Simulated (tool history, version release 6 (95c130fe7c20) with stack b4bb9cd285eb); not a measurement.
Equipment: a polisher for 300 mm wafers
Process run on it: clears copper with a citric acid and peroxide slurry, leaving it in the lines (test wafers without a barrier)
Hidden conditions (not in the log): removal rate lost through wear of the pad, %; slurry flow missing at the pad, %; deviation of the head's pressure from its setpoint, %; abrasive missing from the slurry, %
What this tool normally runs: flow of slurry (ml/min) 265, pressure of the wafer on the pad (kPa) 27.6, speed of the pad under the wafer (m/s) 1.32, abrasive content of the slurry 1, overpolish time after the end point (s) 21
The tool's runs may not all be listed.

run	hour	flow of slurry (ml/min)	pressure of the wafer on the pad (kPa)	speed of the pad under the wafer (m/s)	abrasive content of the slurry	overpolish time after the end point (s)	wafers since the last listed run	wafers polished on this pad	hours since the slurry nozzle was cleaned	hours since the head pressure was calibrated	hours since the slurry blender was calibrated	incoming thickness of the incoming film, nm	time until the end point was called (s)	dishing of a wide line in a test structure (nm)
1	0	265	27.6	1.32	1	21	0	982	355.6	133.1	120.3	334	111.4	48
2	80.4	265	27.6	1.32	1	21	931	1914	436	213.5	200.7	332.6	114.7	46
# hour 157.6: head pressure recalibrated
# hour 158.5: slurry nozzle cleaned
# hour 171.9: worn pad replaced by a new one
3	185.2	265	27.6	1.32	1	21	1134	153	26.7	27.6	305.5	331.9	115.4	45.1
# hour 227.8: slurry blender recalibrated
4	246.7	265	27.6	1.32	0.9	21	689	842	88.2	89.1	18.9	325	108.1	46.9
5	322.8	265	27.6	1.32	0.9	21	881	1724	164.3	165.2	95	325.3	108.1	47.4
6	368.8	265	27.6	1.66	1	21	532	2257	210.3	211.2	141	327.6	87.8	54.7
# hour 406.5: worn pad replaced by a new one
7	473.2	265	27.6	1.66	1	21	1163	772	314.7	315.6	245.4	332.1	91	55.1
# hour 479.2: head pressure recalibrated
8	539.1	265	27.6	1.66	1	21	740	1512	380.6	59.9	311.3	331.9	94.5	52.7
# hour 574.8: slurry blender recalibrated
9	605	265	27.6	1.56	1	21	740	2252	446.5	125.8	30.2	328.5	92.4	52.5
# hour 628.7: worn pad replaced by a new one
10	710	265	27.6	1.32	0.9	21	1169	941	551.5	230.8	135.2	336.2	118	44.3
11	772.9	355	27.6	1.32	1	21	728	1670	614.4	293.7	198.1	326.5	110.7	46.9
# hour 820.1: slurry nozzle cleaned
# hour 831.1: head pressure recalibrated
12	834.6	295	19.3	1.32	1	13	679	2350	14.5	3.5	259.8	330.8	151.2	23.5
# hour 857.9: worn pad replaced by a new one
# hour 963.9: slurry blender recalibrated
13	979.1	265	22.8	1.32	1	21	1604	1380	159	148	15.2	331.5	127.1	41.7
14	1048.1	265	27.6	1.48	0.8	21	799	2179	228	217	84.2	333.7	103.5	51.1
# hour 1073.3: worn pad replaced by a new one
# hour 1117.4: head pressure recalibrated
15	1128.5	265	27.6	1.2	1	14	861	615	308.4	11.1	164.6	328.4	115.9	30.6
16	1219	265	27.6	1.66	1	21	1048	1664	398.9	101.6	255.1	331	93.6	54.3

Branching from run 16: 3 alternative next runs. What would each branch give?
A	1219.4	305	27.6	1.32	1	21	4	1668	399.3	102	255.5	330.5	?	?
B	1219.4	265	33.1	1.32	1	21	4	1668	399.3	102	255.5	330.5	?	?
C	1219.4	320	23.4	1.32	1.1	15	4	1668	399.3	102	255.5	330.5	?	?

run	time until the end point was called (s)	dishing of a wide line in a test structure (nm)
A	110.2	47.3
B	94.4	53.9
C	125.1	31.7
What these runs would have given with no unlogged condition in the tool:
run	time until the end point was called (s)	dishing of a wide line in a test structure (nm)
A	101.9	50.4
B	86.8	57.6
C	115.7	34
